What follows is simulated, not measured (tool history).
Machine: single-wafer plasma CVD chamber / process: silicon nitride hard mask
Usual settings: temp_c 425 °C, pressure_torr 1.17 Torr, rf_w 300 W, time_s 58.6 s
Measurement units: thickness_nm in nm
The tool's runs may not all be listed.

run,hour,temp_c,pressure_torr,rf_w,time_s,"read-back reference wafer on the same gauge, thickness_nm",thickness_nm
1,0.0,425,1.17,300,58.6,56.349,56.197
2,13.5,425,1.17,300,58.6,56.347,55.844
3,40.1,425,1.17,300,58.6,56.301,56.210
4,73.1,425,1.17,300,58.6,56.205,56.442
5,89.3,425,1.17,300,58.6,56.390,56.172
6,121.3,432,1.17,300,58.6,56.415,56.032
7,146.1,432,1.17,300,58.6,56.286,56.141
8,161.4,432,1.17,300,58.6,56.387,56.222
# hour 186.1: capacitance manometer re-zeroed and calibrated
# hour 186.3: gauge calibrated
9,186.6,425,1.17,300,58.6,54.747,54.859
10,198.6,425,1.06,300,58.6,54.878,52.381
11,214.5,414,1.42,350,52.3,54.973,59.035
12,230.1,415,1.17,340,58.6,55.060,59.738
13,260.4,425,1.17,300,58.6,55.241,55.033
14,286.8,425,1.17,275,49.5,55.348,44.508
15,309.6,425,1.17,300,58.6,55.477,55.447
16,410.8,425,1.17,360,58.6,55.809,61.529
17,434.1,425,1.28,345,58.6,56.002,63.550
18,465.3,425,1.17,300,53.9,56.100,51.470
# hour 494.2: RF generator calibrated
19,494.7,425,1.17,300,70.2,56.091,67.078
20,516.7,412,1.08,260,66.2,56.187,55.721
# hour 540.6: thermocouple changed; heater temperature recalibrated
# hour 550.9: showerhead replaced
21,551.4,414,1.38,320,58.6,56.249,63.152
22,565.1,437,1.46,320,52.2,56.259,56.965
23,597.5,438,1.17,300,58.6,56.373,55.676
24,616.5,425,1.17,300,58.6,56.426,56.269
25,633.7,425,1.17,300,58.6,56.306,55.869
26,738.8,425,1.17,245,58.6,56.400,50.090
27,756.0,437,1.08,280,63.0,56.484,55.490
28,784.6,425,1.17,300,58.6,56.460,56.230
29,806.7,419,1.34,255,58.6,56.574,54.608

What the log doesn't show, run by run:
wafer temperature above the value expected at the setpoint (K): 0 on each run
delivered RF power above the setpoint (%): 0 on each run
true pressure above the setpoint (%): 0 on each run
H1: gauge reads high (%)
run,H1
1,2.91
2,2.93
3,2.96
4,3
5,3.02
6,3.05
7,3.07
8,3.08
9,0.173
10,0.321
11,0.508
12,0.682
13,0.993
14,1.24
15,1.43
16,2.13
17,2.26
18,2.42
19,2.55
20,2.64
21,2.77
22,2.82
23,2.92
24,2.98
25,3.02
26,3.25
27,3.28
28,3.33
29,3.36
